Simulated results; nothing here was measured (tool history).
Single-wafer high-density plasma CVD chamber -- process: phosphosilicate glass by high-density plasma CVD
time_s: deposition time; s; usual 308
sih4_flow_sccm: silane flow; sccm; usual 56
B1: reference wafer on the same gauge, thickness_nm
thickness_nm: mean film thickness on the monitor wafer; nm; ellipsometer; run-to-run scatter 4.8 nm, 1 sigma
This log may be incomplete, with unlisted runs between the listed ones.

Run 1, day 0: usual settings but time_s 296 s; B1 2020.069. Result: thickness_nm 1718.06 nm.
Run 2, day 2.638: usual settings; B1 2019.663. Result: thickness_nm 1789.535 nm.
Run 3, day 7: usual settings; B1 2019.954. Result: thickness_nm 1798.749 nm.
Run 4, day 10.204: usual settings; B1 2021.847. Result: thickness_nm 1800.248 nm.
At day 11.271: gauge calibrated.
Run 5, day 13.717: usual settings but sih4_flow_sccm 64 sccm; B1 2019.333. Result: thickness_nm 2046.09 nm.
Run 6, day 16.504: usual settings but sih4_flow_sccm 64 sccm; B1 2019.828. Result: thickness_nm 2054.658 nm.
Run 7, day 19.771: usual settings; B1 2018.85. Result: thickness_nm 1810.894 nm.
Run 8, day 22.129: usual settings; B1 2020.581. Result: thickness_nm 1800.27 nm.
Run 9, day 25.192: usual settings; B1 2020.38. Result: thickness_nm 1797.762 nm.
Run 10, day 29.621: usual settings but sih4_flow_sccm 51 sccm; B1 2019.2. Result: thickness_nm 1650.748 nm.
Run 11, day 33.542: usual settings but sih4_flow_sccm 51 sccm; B1 2021.578. Result: thickness_nm 1653.607 nm.
Run 12, day 37.95: usual settings but sih4_flow_sccm 51 sccm; B1 2021.862. Result: thickness_nm 1639.496 nm.
Run 13, day 42.2: usual settings; B1 2020.967. Result: thickness_nm 1797.074 nm.
Run 14, day 46.288: usual settings; B1 2019.031. Result: thickness_nm 1802.065 nm.
Run 15, day 48.758: usual settings; B1 2018.94. Result: thickness_nm 1796.734 nm.
Run 16, day 52.604: usual settings; B1 2020.405. Result: thickness_nm 1805.1 nm.
Run 17, day 55.338: usual settings; B1 2019.96. Result: thickness_nm 1807.384 nm.
Run 18, day 58.742: usual settings; B1 2020.842. Result: thickness_nm 1803.893 nm.
Run 19, day 62.95: usual settings but time_s 273 s, sih4_flow_sccm 65 sccm; B1 2019.286. Result: thickness_nm 1858.486 nm.
Run 20, day 65.175: usual settings; B1 2020.333. Result: thickness_nm 1806.43 nm.
Run 21, day 67: usual settings but time_s 264 s, sih4_flow_sccm 66 sccm; B1 2020.713. Result: thickness_nm 1826.555 nm.
Run 22, day 71.038: usual settings but time_s 344 s, sih4_flow_sccm 52 sccm; B1 2019.31. Result: thickness_nm 1871.716 nm.
Run 23, day 75.529: usual settings; B1 2019.508. Result: thickness_nm 1812.695 nm.
Run 24, day 79.854: usual settings but time_s 334 s, sih4_flow_sccm 59 sccm; B1 2018.584. Result: thickness_nm 2064.451 nm.
At day 82.125: silane flow controller replaced.
Run 25, day 84.212: usual settings but time_s 268 s, sih4_flow_sccm 53 sccm; B1 2020.925. Result: thickness_nm 1400.661 nm.
At day 86.05: gauge calibrated.
Run 26, day 88.496: usual settings but time_s 353 s, sih4_flow_sccm 67 sccm; B1 2019.187. Result: thickness_nm 2349.459 nm.
Run 27, day 99.558: usual settings; B1 2021.097. Result: thickness_nm 1725.774 nm.
Run 28, day 102.633: usual settings but time_s 366 s, sih4_flow_sccm 49 sccm; B1 2020.763. Result: thickness_nm 1804.799 nm.
Run 29, day 104.996: usual settings but time_s 278 s, sih4_flow_sccm 51 sccm; B1 2018.624. Result: thickness_nm 1429.84 nm.
Run 30, day 109.417: usual settings but time_s 361 s, sih4_flow_sccm 61 sccm; B1 2020.515. Result: thickness_nm 2225.801 nm.
Run 31, day 111.354: usual settings but time_s 267 s, sih4_flow_sccm 45 sccm; B1 2020.374. Result: thickness_nm 1211.816 nm.
Run 32, day 114.738: usual settings but time_s 273 s, sih4_flow_sccm 65 sccm; B1 2018.044. Result: thickness_nm 1787.651 nm.

For run 33, what comes out?
Run 33, day 118.692: usual settings but time_s 252 s, sih4_flow_sccm 62 sccm; B1 ?. Result: thickness_nm ?.

{"run 33": {"B1": 2018.077, "thickness_nm": 1580.097}}
The same run, on a tool lacking any hidden state, would have yielded thickness_nm 1539.246 nm.
